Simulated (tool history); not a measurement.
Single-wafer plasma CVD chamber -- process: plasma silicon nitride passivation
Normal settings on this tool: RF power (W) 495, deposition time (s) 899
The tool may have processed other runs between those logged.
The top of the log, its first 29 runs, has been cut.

run    hour  RF power (W)  deposition time (s)  read-back reference wafer on the same gauge, thickness_nm  mean film thickness on the monitor wafer (Å)
 30  1544.9           495                  845                                                   1308.941                                      13113.14
 31  1598.1           430                  799                                                    1309.72                                      11523.49
       1610  -- gauge calibrated
 32  1652.2           560                  765                                                   1309.008                                      12462.84
 33  1698.8           495                  899                                                       1309                                      13800.14
 34  1761.1           495                  899                                                    1310.19                                      13818.63
 35  1798.7           430                  983                                                   1309.235                                      14385.96
 36  1951.3           445                  974                                                   1307.615                                      14375.54
 37  1981.8           585                  949                                                   1310.063                                       15484.2
 38  2050.9           550                 1063                                                   1309.837                                      17082.68
 39  2114.4           555                  777                                                   1310.986                                      12519.82
 40  2146.6           455                  827                                                   1309.615                                      12144.03
 41  2181.6           410                  779                                                   1309.675                                      10938.03
 42  2239.8           435                  899                                                   1309.395                                      12927.52
 43  2289.7           405                  845                                                   1308.332                                      11825.46
     2350.7  -- RF generator calibrated
 44  2357.1           545                  899                                                   1307.014                                      14621.37

Branching from run 44: 3 alternative next runs. What would each branch give?
  A  2357.7           455                  899                                                          ?                                             ?
  B  2357.7           565                  821                                                          ?                                             ?
  C  2357.7           405                  948                                                          ?                                             ?

run  read-back reference wafer on the same gauge, thickness_nm  mean film thickness on the monitor wafer (Å)
  A                                                   1310.176                                      13581.55
  B                                                   1310.176                                      13589.31
  C                                                   1310.176                                      13583.42
Without the tool's hidden state the same runs would have given:
run  mean film thickness on the monitor wafer (Å)
  A                                      13592.02
  B                                      13599.79
  C                                      13593.89
